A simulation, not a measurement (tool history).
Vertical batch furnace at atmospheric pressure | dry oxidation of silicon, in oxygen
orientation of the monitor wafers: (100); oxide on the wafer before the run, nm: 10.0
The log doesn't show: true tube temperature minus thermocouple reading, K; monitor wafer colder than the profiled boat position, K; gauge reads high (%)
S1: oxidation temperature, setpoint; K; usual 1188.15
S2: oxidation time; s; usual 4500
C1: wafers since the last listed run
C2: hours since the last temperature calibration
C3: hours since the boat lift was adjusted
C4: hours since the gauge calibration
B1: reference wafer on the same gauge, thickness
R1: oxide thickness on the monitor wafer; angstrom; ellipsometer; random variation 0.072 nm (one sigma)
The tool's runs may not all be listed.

| run | hour | S1 | S2 | C1 | C2 | C3 | C4 | B1 | R1 |
|---|---|---|---|---|---|---|---|---|---|
| 1 | 0 | 1171.15 | 4500 | 0 | 1424 | 3863.3 | 132.3 | 27.8 | 233.9 |
| 2 | 17.1 | 1171.15 | 4500 | 143 | 1441.1 | 3880.4 | 149.4 | 27.79 | 231.6 |
| 3 | 32 | 1171.15 | 4500 | 125 | 1456 | 3895.3 | 164.3 | 27.82 | 232.6 |
| 4 | 53.3 | 1188.15 | 4500 | 178 | 1477.3 | 3916.6 | 185.6 | 27.8 | 267.5 |
| 5 | 66.5 | 1188.15 | 4500 | 110 | 1490.5 | 3929.8 | 198.8 | 27.82 | 266.2 |
| 6 | 83.1 | 1188.15 | 4500 | 139 | 1507.1 | 3946.4 | 215.4 | 27.84 | 268.2 |
| 7 | 100.6 | 1188.15 | 4500 | 146 | 1524.6 | 3963.9 | 232.9 | 27.81 | 268.4 |
| 8 | 119.6 | 1188.15 | 3450 | 159 | 1543.6 | 3982.9 | 251.9 | 27.77 | 231.8 |
| 9 | 150.5 | 1188.15 | 3450 | 259 | 1574.5 | 4013.8 | 282.8 | 27.79 | 232.2 |
| 10 | 172.6 | 1188.15 | 3450 | 185 | 1596.6 | 4035.9 | 304.9 | 27.82 | 231.3 |
| 11 | 194.2 | 1188.15 | 3720 | 181 | 1618.2 | 4057.5 | 326.5 | 27.8 | 242.7 |
| 12 | 215.2 | 1188.15 | 4500 | 176 | 1639.2 | 4078.5 | 347.5 | 27.77 | 266.9 |
| 13 | 233.6 | 1188.15 | 4500 | 154 | 1657.6 | 4096.9 | 365.9 | 27.79 | 267.4 |
| 14 | 254 | 1188.15 | 4500 | 171 | 1678 | 4117.3 | 386.3 | 27.78 | 266.8 |
| 15 | 270.7 | 1188.15 | 4500 | 140 | 1694.7 | 4134 | 403 | 27.84 | 267.3 |
| 16 | 290 | 1188.15 | 4500 | 162 | 1714 | 4153.3 | 422.3 | 27.81 | 266.1 |
| 17 | 301.5 | 1188.15 | 4500 | 96 | 1725.5 | 4164.8 | 433.8 | 27.82 | 267.5 |
| 18 | 315.5 | 1180.15 | 4500 | 117 | 1739.5 | 4178.8 | 447.8 | 27.78 | 251.2 |
| 19 | 323.7 | 1180.15 | 4500 | 68 | 1747.7 | 4187 | 456 | 27.79 | 250.6 |
| 20 | 343.5 | 1179.15 | 4500 | 166 | 1767.5 | 4206.8 | 475.8 | 27.79 | 249.3 |
| 21 | 363.3 | 1200.15 | 6120 | 166 | 1787.3 | 4226.6 | 495.6 | 27.81 | 356.6 |
|  | 391.1 | thermocouples replaced and temperature profile calibrated |
| 22 | 391.6 | 1171.15 | 4500 | 36 | 0.5 | 4254.9 | 523.9 | 27.82 | 239.2 |
| 23 | 397 | 1212.15 | 2730 | 45 | 5.9 | 4260.3 | 529.3 | 27.82 | 253.4 |
| 24 | 409.2 | 1188.15 | 6660 | 102 | 18.1 | 4272.5 | 541.5 | 27.79 | 344.3 |
| 25 | 420.8 | 1205.15 | 4500 | 97 | 29.7 | 4284.1 | 553.1 | 27.81 | 315.6 |
| 26 | 432.7 | 1174.15 | 5520 | 99 | 41.6 | 4296 | 565 | 27.83 | 273.1 |
| 27 | 454.8 | 1188.15 | 4500 | 185 | 63.7 | 4318.1 | 587.1 | 27.78 | 273.9 |
|  | 486.8 | boat lift adjusted |
| 28 | 487.3 | 1188.15 | 3390 | 71 | 96.2 | 0.5 | 619.6 | 27.78 | 236.3 |
|  | 490.4 | gauge calibrated |
| 29 | 492.7 | 1208.15 | 2820 | 45 | 101.6 | 5.9 | 2.3 | 27.76 | 250 |
| 30 | 511.5 | 1200.15 | 4500 | 157 | 120.4 | 24.7 | 21.1 | 27.82 | 303.2 |
|  | 551.4 | thermocouples replaced and temperature profile calibrated, repeated, since the last time left the tool worse |
| 31 | 551.9 | 1201.15 | 3810 | 137 | 0.5 | 65.1 | 61.5 | 27.78 | 263.5 |
| 32 | 557.3 | 1188.15 | 4500 | 45 | 5.9 | 70.5 | 66.9 | 27.78 | 259.9 |
| 33 | 564.1 | 1188.15 | 4500 | 57 | 12.7 | 77.3 | 73.7 | 27.8 | 260.8 |
| 34 | 595.3 | 1178.15 | 5550 | 261 | 43.9 | 108.5 | 104.9 | 27.77 | 267.3 |
| 35 | 605.5 | 1211.15 | 5130 | 85 | 54.1 | 118.7 | 115.1 | 27.79 | 342.4 |
| 36 | 614.5 | 1171.15 | 3390 | 75 | 63.1 | 127.7 | 124.1 | 27.82 | 199.4 |
| 37 | 636.5 | 1200.15 | 3900 | 184 | 85.1 | 149.7 | 146.1 | 27.77 | 264.1 |
| 38 | 651.8 | 1163.15 | 4500 | 128 | 100.4 | 165 | 161.4 | 27.82 | 215 |

Forecast each of these 4 alternatives for the next run:
| A | 657.3 | 1188.15 | 4500 | 46 | 105.9 | 170.5 | 166.9 | ? | ? |
| B | 657.3 | 1178.15 | 2670 | 46 | 105.9 | 170.5 | 166.9 | ? | ? |
| C | 657.3 | 1202.15 | 6210 | 46 | 105.9 | 170.5 | 166.9 | ? | ? |
| D | 657.3 | 1164.15 | 2820 | 46 | 105.9 | 170.5 | 166.9 | ? | ? |

| run | B1 | R1 |
|---|---|---|
| A | 27.8 | 261.1 |
| B | 27.8 | 187.8 |
| C | 27.8 | 354.7 |
| D | 27.8 | 175.3 |
Without the tool's hidden state the same runs would have given:
| run | R1 |
|---|---|
| A | 260.4 |
| B | 187.4 |
| C | 353.6 |
| D | 174.9 |
